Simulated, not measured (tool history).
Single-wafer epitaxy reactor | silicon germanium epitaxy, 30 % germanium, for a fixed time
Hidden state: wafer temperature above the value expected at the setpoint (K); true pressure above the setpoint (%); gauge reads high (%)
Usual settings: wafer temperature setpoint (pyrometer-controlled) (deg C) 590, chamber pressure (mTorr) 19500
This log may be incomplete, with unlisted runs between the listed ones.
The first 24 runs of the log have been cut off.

| run | hour | wafer temperature setpoint (pyrometer-controlled) (deg C) | chamber pressure (mTorr) | wafers since the last listed run | hours since the last pyrometer calibration | hours since the last manometer calibration | hours since the showerhead was replaced | hours since the gauge calibration | read-back reference wafer on the same gauge, thickness_nm | mean film thickness on the monitor wafer (angstrom) |
|---|---|---|---|---|---|---|---|---|---|---|
| 25 | 312.8 | 590 | 19500 | 248 | 123.5 | 164.2 | 70.6 | 153.2 | 53.482 | 523.21 |
| 26 | 330.3 | 584 | 19500 | 378 | 141.0 | 181.7 | 88.1 | 170.7 | 53.497 | 468.56 |
| 27 | 346.8 | 590 | 19500 | 357 | 157.5 | 198.2 | 104.6 | 187.2 | 53.498 | 521.05 |
| 28 | 363.6 | 582 | 23000 | 363 | 174.3 | 215.0 | 121.4 | 204.0 | 53.504 | 473.20 |
| 29 | 415.9 | 604 | 22000 | 1131 | 226.6 | 267.3 | 173.7 | 256.3 | 53.500 | 690.27 |
| 30 | 427.4 | 584 | 15500 | 248 | 238.1 | 278.8 | 185.2 | 267.8 | 53.520 | 441.51 |
| 31 | 441.3 | 590 | 19500 | 300 | 252.0 | 292.7 | 199.1 | 281.7 | 53.518 | 525.17 |
| 32 | 450.4 | 604 | 23900 | 196 | 261.1 | 301.8 | 208.2 | 290.8 | 53.502 | 706.46 |

Run 33 comes next. What will it give?
| 33 | 459.9 | 590 | 19500 | 205 | 270.6 | 311.3 | 217.7 | 300.3 | ? | ? |

read-back reference wafer on the same gauge, thickness_nm: 53.499
mean film thickness on the monitor wafer (angstrom): 520.52
On a tool with no hidden condition, and with the same random variation, this run would have come out at mean film thickness on the monitor wafer (angstrom) 520.71.
